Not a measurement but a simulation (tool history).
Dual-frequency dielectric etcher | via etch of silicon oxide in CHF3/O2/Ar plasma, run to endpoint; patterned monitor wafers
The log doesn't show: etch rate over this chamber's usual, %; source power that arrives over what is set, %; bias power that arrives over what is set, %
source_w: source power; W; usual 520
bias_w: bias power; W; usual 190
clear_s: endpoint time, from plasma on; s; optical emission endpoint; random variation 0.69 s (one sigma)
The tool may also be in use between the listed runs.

| run | hour | source_w | bias_w | wafers since the last listed run | hours since the last wet clean | hours since the last source power generator calibration | hours since the last bias power generator calibration | hours since the last upper electrode change | incoming incoming film thickness, nm | clear_s |
|---|---|---|---|---|---|---|---|---|---|---|
| 1 | 0 | 520 | 190 | 0 | 44.9 | 2732.7 | 3165.3 | 2079.8 | 394.8 | 201.6 |
| 2 | 28.4 | 520 | 190 | 98 | 73.3 | 2761.1 | 3193.7 | 2108.2 | 397.7 | 203 |
| 3 | 58.2 | 520 | 190 | 103 | 103.1 | 2790.9 | 3223.5 | 2138 | 394 | 201.9 |
| 4 | 77.3 | 520 | 190 | 66 | 122.2 | 2810 | 3242.6 | 2157.1 | 395.4 | 203.5 |
| 5 | 97.8 | 520 | 190 | 71 | 142.7 | 2830.5 | 3263.1 | 2177.6 | 396.5 | 202.5 |
| 6 | 125.7 | 520 | 190 | 96 | 170.6 | 2858.4 | 3291 | 2205.5 | 392.3 | 201.1 |
| 7 | 143.8 | 520 | 190 | 62 | 188.7 | 2876.5 | 3309.1 | 2223.6 | 397.1 | 205.4 |
| 8 | 175.4 | 520 | 190 | 109 | 220.3 | 2908.1 | 3340.7 | 2255.2 | 393.4 | 202.7 |
|  | 193.2 | bias power generator calibrated |
| 9 | 208.2 | 520 | 190 | 100 | 253.1 | 2940.9 | 15 | 2288 | 397.4 | 204.6 |
|  | 250.9 | upper electrode replaced, of another model than before |
| 10 | 251.4 | 520 | 190 | 66 | 296.3 | 2984.1 | 58.2 | 0.5 | 396.6 | 205.5 |
| 11 | 264.5 | 520 | 190 | 45 | 309.4 | 2997.2 | 71.3 | 13.6 | 393.6 | 204.5 |
| 12 | 277.5 | 520 | 190 | 45 | 322.4 | 3010.2 | 84.3 | 26.6 | 392.2 | 204.3 |
| 13 | 299.2 | 560 | 223 | 75 | 344.1 | 3031.9 | 106 | 48.3 | 393.1 | 180.1 |
| 14 | 315.2 | 480 | 151 | 55 | 360.1 | 3047.9 | 122 | 64.3 | 398.1 | 253.9 |
|  | 339.8 | source power generator calibrated |
|  | 345 | wet clean of the chamber |
| 15 | 345.5 | 640 | 236 | 73 | 0.5 | 5.7 | 152.3 | 94.6 | 398.3 | 165.7 |
| 16 | 361.4 | 570 | 218 | 55 | 16.4 | 21.6 | 168.2 | 110.5 | 399.1 | 179.9 |
| 17 | 389.2 | 520 | 155 | 96 | 44.2 | 49.4 | 196 | 138.3 | 396.2 | 237.4 |
| 18 | 402.6 | 600 | 174 | 46 | 57.6 | 62.8 | 209.4 | 151.7 | 398 | 209.9 |
| 19 | 431.4 | 640 | 190 | 100 | 86.4 | 91.6 | 238.2 | 180.5 | 399.7 | 194.2 |

Forecast each of these 4 alternatives for the next run:
| A | 431.9 | 560 | 190 | 1 | 86.9 | 92.1 | 238.7 | 181 | 398.6 | ? |
| B | 431.9 | 470 | 145 | 1 | 86.9 | 92.1 | 238.7 | 181 | 398.6 | ? |
| C | 431.9 | 560 | 236 | 1 | 86.9 | 92.1 | 238.7 | 181 | 398.6 | ? |
| D | 431.9 | 400 | 169 | 1 | 86.9 | 92.1 | 238.7 | 181 | 398.6 | ? |

| run | clear_s |
|---|---|
| A | 200.4 |
| B | 261.4 |
| C | 172.9 |
| D | 236.4 |
Without the tool's hidden state the same runs would have given:
| run | clear_s |
|---|---|
| A | 199.6 |
| B | 260.4 |
| C | 172.2 |
| D | 235.5 |
